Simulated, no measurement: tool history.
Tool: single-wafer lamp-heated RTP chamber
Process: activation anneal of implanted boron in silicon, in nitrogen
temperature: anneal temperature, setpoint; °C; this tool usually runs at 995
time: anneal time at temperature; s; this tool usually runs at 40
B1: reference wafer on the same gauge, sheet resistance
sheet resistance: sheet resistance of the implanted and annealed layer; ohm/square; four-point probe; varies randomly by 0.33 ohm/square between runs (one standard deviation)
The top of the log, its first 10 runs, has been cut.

{"run": 11, "hour": 345.2, "temperature": 985, "time": 40, "B1": 169.92, "sheet resistance": 161.17}
{"run": 12, "hour": 369.3, "temperature": 985, "time": 40, "B1": 169.93, "sheet resistance": 160.85}
{"run": 13, "hour": 389.6, "temperature": 985, "time": 40, "B1": 170.08, "sheet resistance": 160.4}
{"run": 14, "hour": 417.0, "temperature": 995, "time": 40, "B1": 169.93, "sheet resistance": 158.81}
{"run": 15, "hour": 444.2, "temperature": 995, "time": 40, "B1": 169.99, "sheet resistance": 158.45}
{"run": 16, "hour": 457.9, "temperature": 995, "time": 40, "B1": 170.09, "sheet resistance": 157.83}
{"run": 17, "hour": 471.7, "temperature": 1021, "time": 40, "B1": 169.99, "sheet resistance": 154.99}
{"run": 18, "hour": 502.5, "temperature": 1007, "time": 19, "B1": 170.05, "sheet resistance": 157.93}
{"run": 19, "hour": 523.5, "temperature": 1023, "time": 58, "B1": 169.99, "sheet resistance": 153.6}
{"run": 20, "hour": 553.2, "temperature": 995, "time": 40, "B1": 170.1, "sheet resistance": 158.04}
{"run": 21, "hour": 587.6, "temperature": 995, "time": 49, "B1": 169.96, "sheet resistance": 156.68}
{"run": 22, "hour": 617.5, "temperature": 968, "time": 23, "B1": 170.04, "sheet resistance": 167.1}
{"run": 23, "hour": 632.7, "temperature": 995, "time": 57, "B1": 169.96, "sheet resistance": 156.28}
{"run": 24, "hour": 663.8, "temperature": 978, "time": 53, "B1": 170.06, "sheet resistance": 159.57}
{"run": 25, "hour": 698.4, "temperature": 979, "time": 40, "B1": 170.14, "sheet resistance": 159.25}
{"hour": 770.1, "done": "pyrometer window cleaned and pyrometer calibrated"}
{"run": 26, "hour": 792.7, "temperature": 981, "time": 52, "B1": 169.9, "sheet resistance": 160.33}
{"hour": 809.8, "done": "reflector plate cleaned"}
{"run": 27, "hour": 826.8, "temperature": 1023, "time": 64, "B1": 170.03, "sheet resistance": 154.07}
{"hour": 839.9, "done": "gauge calibrated"}
{"run": 28, "hour": 861.8, "temperature": 1004, "time": 40, "B1": 169.93, "sheet resistance": 157.37}
{"run": 29, "hour": 886.9, "temperature": 980, "time": 56, "B1": 170.04, "sheet resistance": 161.82}
{"run": 30, "hour": 956.9, "temperature": 995, "time": 40, "B1": 170.03, "sheet resistance": 158.58}
{"run": 31, "hour": 999.2, "temperature": 1008, "time": 40, "B1": 170.03, "sheet resistance": 156.47}
{"run": 32, "hour": 1063.5, "temperature": 995, "time": 40, "B1": 170.0, "sheet resistance": 157.72}

Branching from run 32: 4 alternative next runs. What would each branch give?
{"run": "A", "hour": 1063.9, "temperature": 995, "time": 25, "B1": "?", "sheet resistance": "?"}
{"run": "B", "hour": 1063.9, "temperature": 978, "time": 26, "B1": "?", "sheet resistance": "?"}
{"run": "C", "hour": 1063.9, "temperature": 1007, "time": 40, "B1": "?", "sheet resistance": "?"}
{"run": "D", "hour": 1063.9, "temperature": 995, "time": 46, "B1": "?", "sheet resistance": "?"}

run=A B1=169.95 sheet_resistance=159.09
run=B B1=169.95 sheet_resistance=163.51
run=C B1=169.95 sheet_resistance=156.46
run=D B1=169.95 sheet_resistance=157.65
With the hidden condition removed and each run's random variation left untouched, the same runs would have given:
run=A sheet_resistance=161.39
run=B sheet_resistance=168.43
run=C sheet_resistance=157.73
run=D sheet_resistance=159.64
